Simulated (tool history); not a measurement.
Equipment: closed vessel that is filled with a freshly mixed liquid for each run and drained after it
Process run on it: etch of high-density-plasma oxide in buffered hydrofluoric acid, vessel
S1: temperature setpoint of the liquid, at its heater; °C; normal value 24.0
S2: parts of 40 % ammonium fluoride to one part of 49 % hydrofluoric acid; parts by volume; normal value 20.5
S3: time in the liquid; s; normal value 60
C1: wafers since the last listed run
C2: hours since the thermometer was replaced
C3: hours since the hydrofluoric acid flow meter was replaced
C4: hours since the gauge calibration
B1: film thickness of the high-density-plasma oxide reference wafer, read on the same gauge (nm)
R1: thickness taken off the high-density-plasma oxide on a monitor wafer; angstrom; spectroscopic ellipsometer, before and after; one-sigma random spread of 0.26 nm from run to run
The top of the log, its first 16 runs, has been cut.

run   hour    S1    S2  S3    C1      C2     C3     C4      B1     R1
 17  420.1  24.0  20.5  60  2719  1186.2  468.0  479.2  150.00  507.0
 18  443.7  20.0  26.5  90  1975  1209.8  491.6  502.8  149.97  513.5
 19  462.8  24.0  20.5  60  1598  1228.9  510.7  521.9  150.03  511.4
 20  493.0  24.0  23.0  50  2527  1259.1  540.9  552.1  149.98  390.5
     512.2  -- hydrofluoric acid flow meter replaced
 21  512.7  24.0  20.5  50  1565  1278.8    0.5  571.8  150.00  422.0
     535.2  -- thermometer replaced
 22  545.3  21.5  27.0  45  2644    10.1   33.1  604.4  149.96  259.6
 23  562.4  20.0  25.0  60  1431    27.2   50.2  621.5  150.00  338.4
 24  595.7  24.0  20.5  60  2786    60.5   83.5  654.8  150.02  479.5
 25  615.0  24.0  12.5  75  1615    79.8  102.8  674.1  149.99  974.7

What will run 26 give?
 26  628.4  27.0  20.5  90  1121  93.2  116.2  687.5   ?   ?

B1: 150.04
R1: 852.8 angstrom
If the tool had no hidden condition, the same run with the same run-to-run variation would have returned R1 848.7 angstrom.
